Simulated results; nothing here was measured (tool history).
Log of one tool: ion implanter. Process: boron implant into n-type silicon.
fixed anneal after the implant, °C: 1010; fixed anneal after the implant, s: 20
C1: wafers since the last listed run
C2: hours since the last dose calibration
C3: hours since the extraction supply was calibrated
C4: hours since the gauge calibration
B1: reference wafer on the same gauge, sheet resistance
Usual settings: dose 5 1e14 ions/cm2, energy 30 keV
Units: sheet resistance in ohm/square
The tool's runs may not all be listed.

run 1 hour=0 | dose=5 energy=30 | C1=0 C2=1417.4 C3=3893.6 C4=614.4 | B1=165.94 | sheet_resistance=178.51
run 2 hour=33.3 | dose=4.43 energy=30 | C1=680 C2=1450.7 C3=3926.9 C4=647.7 | B1=165.99 | sheet_resistance=197.67
run 3 hour=54.9 | dose=4.43 energy=30 | C1=441 C2=1472.3 C3=3948.5 C4=669.3 | B1=166.01 | sheet_resistance=197.52
run 4 hour=68.4 | dose=4.43 energy=30 | C1=276 C2=1485.8 C3=3962 C4=682.8 | B1=166.08 | sheet_resistance=196.89
run 5 hour=99.5 | dose=5 energy=32 | C1=635 C2=1516.9 C3=3993.1 C4=713.9 | B1=165.95 | sheet_resistance=176.99
run 6 hour=114.3 | dose=5 energy=32 | C1=302 C2=1531.7 C3=4007.9 C4=728.7 | B1=166.01 | sheet_resistance=177.29
run 7 hour=129.6 | dose=5 energy=32 | C1=312 C2=1547 C3=4023.2 C4=744 | B1=165.95 | sheet_resistance=177.91
run 8 hour=149.6 | dose=5 energy=30 | C1=408 C2=1567 C3=4043.2 C4=764 | B1=165.93 | sheet_resistance=177.73
run 9 hour=169.6 | dose=5 energy=30 | C1=408 C2=1587 C3=4063.2 C4=784 | B1=165.99 | sheet_resistance=177.28
run 10 hour=197.1 | dose=5 energy=25.5 | C1=562 C2=1614.5 C3=4090.7 C4=811.5 | B1=165.98 | sheet_resistance=181.38
run 11 hour=218.2 | dose=5 energy=36 | C1=431 C2=1635.6 C3=4111.8 C4=832.6 | B1=166.03 | sheet_resistance=174.81
-- hour=237.1 gauge calibrated
run 12 hour=238.3 | dose=5 energy=36 | C1=410 C2=1655.7 C3=4131.9 C4=1.2 | B1=165.9 | sheet_resistance=174.36
run 13 hour=272.6 | dose=6.05 energy=30 | C1=701 C2=1690 C3=4166.2 C4=35.5 | B1=166.03 | sheet_resistance=152.15
run 14 hour=305.5 | dose=6.05 energy=30 | C1=672 C2=1722.9 C3=4199.1 C4=68.4 | B1=165.9 | sheet_resistance=151.21
-- hour=331.8 Faraday cup replaced and dose calibrated
run 15 hour=340.7 | dose=4.67 energy=38.5 | C1=556 C2=8.9 C3=4234.3 C4=103.6 | B1=165.96 | sheet_resistance=188.33
run 16 hour=354.5 | dose=5 energy=30 | C1=282 C2=22.7 C3=4248.1 C4=117.4 | B1=166.06 | sheet_resistance=183.64
run 17 hour=376.4 | dose=5 energy=30 | C1=447 C2=44.6 C3=4270 C4=139.3 | B1=166 | sheet_resistance=183.5
run 18 hour=412.1 | dose=5 energy=40 | C1=729 C2=80.3 C3=4305.7 C4=175 | B1=165.97 | sheet_resistance=177.08
run 19 hour=436.4 | dose=3.91 energy=38 | C1=496 C2=104.6 C3=4330 C4=199.3 | B1=165.93 | sheet_resistance=218.72
run 20 hour=453.7 | dose=5 energy=30 | C1=353 C2=121.9 C3=4347.3 C4=216.6 | B1=166.06 | sheet_resistance=182.5
run 21 hour=470.4 | dose=5 energy=30 | C1=341 C2=138.6 C3=4364 C4=233.3 | B1=166.05 | sheet_resistance=182.3
-- hour=497.6 extraction supply calibrated
run 22 hour=498.1 | dose=6.39 energy=35.5 | C1=402 C2=166.3 C3=0.5 C4=261 | B1=165.9 | sheet_resistance=146.35
run 23 hour=509.2 | dose=3.87 energy=25.5 | C1=226 C2=177.4 C3=11.6 C4=272.1 | B1=166.13 | sheet_resistance=229.4
run 24 hour=528.5 | dose=5 energy=24.5 | C1=394 C2=196.7 C3=30.9 C4=291.4 | B1=166.01 | sheet_resistance=186.44
run 25 hour=556.6 | dose=5 energy=30 | C1=574 C2=224.8 C3=59 C4=319.5 | B1=166.06 | sheet_resistance=182.62
run 26 hour=578.3 | dose=6.19 energy=34.5 | C1=443 C2=246.5 C3=80.7 C4=341.2 | B1=165.85 | sheet_resistance=150.75
run 27 hour=590.3 | dose=5.74 energy=36 | C1=245 C2=258.5 C3=92.7 C4=353.2 | B1=166.02 | sheet_resistance=159.77
run 28 hour=607 | dose=3.6 energy=27 | C1=341 C2=275.2 C3=109.4 C4=369.9 | B1=165.91 | sheet_resistance=239.72
run 29 hour=627 | dose=5 energy=30 | C1=408 C2=295.2 C3=129.4 C4=389.9 | B1=166 | sheet_resistance=181.72
run 30 hour=658.9 | dose=5.58 energy=36.5 | C1=652 C2=327.1 C3=161.3 C4=421.8 | B1=166.02 | sheet_resistance=162.25
run 31 hour=678.8 | dose=5 energy=32 | C1=406 C2=347 C3=181.2 C4=441.7 | B1=166 | sheet_resistance=180.05
run 32 hour=706.2 | dose=3.54 energy=20.5 | C1=560 C2=374.4 C3=208.6 C4=469.1 | B1=166.07 | sheet_resistance=250.28
run 33 hour=718.5 | dose=4.22 energy=34.5 | C1=251 C2=386.7 C3=220.9 C4=481.4 | B1=166.11 | sheet_resistance=205.7
run 34 hour=770.5 | dose=6.34 energy=30 | C1=1063 C2=438.7 C3=272.9 C4=533.4 | B1=166 | sheet_resistance=149.95

Hidden state or all else? Some run-to-run changes of sheet resistance, split into what the settings, what came in and random variation would give without the hidden state, and what is left for the hidden state (with any gauge scatter that isn't in both results):
The hidden state here: deviation of the true dose from the Faraday cup's reading, %; deviation of the true energy from its setpoint, %; gauge reads high (%).
Run 14 -> 15: dose 6.05 -> 4.67, energy 30 -> 38.5, Faraday cup replaced and dose calibrated. sheet resistance +37.12 ohm/square: hidden state +5.01, all else +32.11.
Run 22 -> 23: dose 6.39 -> 3.87, energy 35.5 -> 25.5. sheet resistance +83.05 ohm/square: hidden state -0.71, all else +83.76.
Run 27 -> 28: dose 5.74 -> 3.6, energy 36 -> 27. sheet resistance +79.95 ohm/square: hidden state -0.88, all else +80.83.
Run 31 -> 32: dose 5 -> 3.54, energy 32 -> 20.5. sheet resistance +70.23 ohm/square: hidden state -0.98, all else +71.21.
